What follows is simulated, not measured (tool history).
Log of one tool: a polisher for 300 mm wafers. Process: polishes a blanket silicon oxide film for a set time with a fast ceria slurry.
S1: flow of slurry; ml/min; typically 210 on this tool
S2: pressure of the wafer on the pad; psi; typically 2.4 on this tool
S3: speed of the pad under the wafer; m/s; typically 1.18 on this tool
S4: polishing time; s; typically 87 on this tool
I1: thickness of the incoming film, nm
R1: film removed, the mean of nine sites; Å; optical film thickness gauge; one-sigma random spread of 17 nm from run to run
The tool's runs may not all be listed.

run 1 day=0 | S1=175 S2=2.4 S3=1.18 S4=87 | I1=3924 | R1=13534
-- day=3.517 worn pad replaced by a new one
run 2 day=3.55 | S1=175 S2=2.4 S3=1.18 S4=87 | I1=3942.9 | R1=13054
run 3 day=7.042 | S1=175 S2=2.4 S3=1.18 S4=87 | I1=3922.5 | R1=12562
run 4 day=9.812 | S1=210 S2=2.4 S3=1.18 S4=87 | I1=3945.4 | R1=13198
run 5 day=12.558 | S1=210 S2=2.4 S3=1.18 S4=87 | I1=3966.8 | R1=12833
run 6 day=14.796 | S1=210 S2=2.4 S3=1.18 S4=87 | I1=3909.4 | R1=12927
-- day=16.771 worn pad replaced by a new one
run 7 day=19.288 | S1=210 S2=2.4 S3=1.38 S4=87 | I1=3952.2 | R1=14443
run 8 day=22.221 | S1=210 S2=2.4 S3=1.38 S4=87 | I1=3985.2 | R1=14476
run 9 day=27.221 | S1=210 S2=2.4 S3=1.38 S4=87 | I1=3914.5 | R1=14424
-- day=28.212 worn pad replaced by a new one
-- day=29.275 head pressure recalibrated
-- day=31.496 slurry nozzle cleaned
run 10 day=31.65 | S1=210 S2=2.4 S3=1.4 S4=106 | I1=3963.2 | R1=18675
run 11 day=34.658 | S1=210 S2=2.4 S3=1.18 S4=87 | I1=3966.6 | R1=13497
run 12 day=39.075 | S1=210 S2=2.4 S3=1.18 S4=87 | I1=3867.7 | R1=13221
-- day=39.371 worn pad replaced by a new one
run 13 day=42.717 | S1=270 S2=2.6 S3=1.18 S4=101 | I1=4020 | R1=16923
run 14 day=45.25 | S1=180 S2=2.4 S3=1.44 S4=87 | I1=3884.4 | R1=14457
run 15 day=47.433 | S1=160 S2=2.8 S3=1.42 S4=101 | I1=3967.2 | R1=18169
run 16 day=51.825 | S1=170 S2=1.8 S3=0.88 S4=87 | I1=3946.1 | R1=7638
-- day=52.346 worn pad replaced by a new one
run 17 day=55.192 | S1=210 S2=2.4 S3=1.18 S4=87 | I1=3895.2 | R1=12684
run 18 day=58.129 | S1=210 S2=2.7 S3=1.18 S4=64 | I1=3925.5 | R1=10178
run 19 day=60.117 | S1=210 S2=1.8 S3=1.18 S4=100 | I1=3934.9 | R1=11152

5 options for the next run, each taken on its own from the tool as it stands now. Forecast them:
run A day=60.133 | S1=210 S2=2.4 S3=0.86 S4=87 | I1=3923.9 | R1=?
run B day=60.133 | S1=230 S2=2.8 S3=1.18 S4=87 | I1=3923.9 | R1=?
run C day=60.133 | S1=210 S2=2.1 S3=1.18 S4=87 | I1=3923.9 | R1=?
run D day=60.133 | S1=135 S2=2.9 S3=1.18 S4=87 | I1=3923.9 | R1=?
run E day=60.133 | S1=270 S2=2.9 S3=1.54 S4=63 | I1=3923.9 | R1=?

run=A R1=10200
run=B R1=14743
run=C R1=11281
run=D R1=13474
run=E R1=13798
Without the tool's hidden state the same runs would have given:
run=A R1=11242
run=B R1=16132
run=C R1=12434
run=D R1=15497
run=E R1=14921
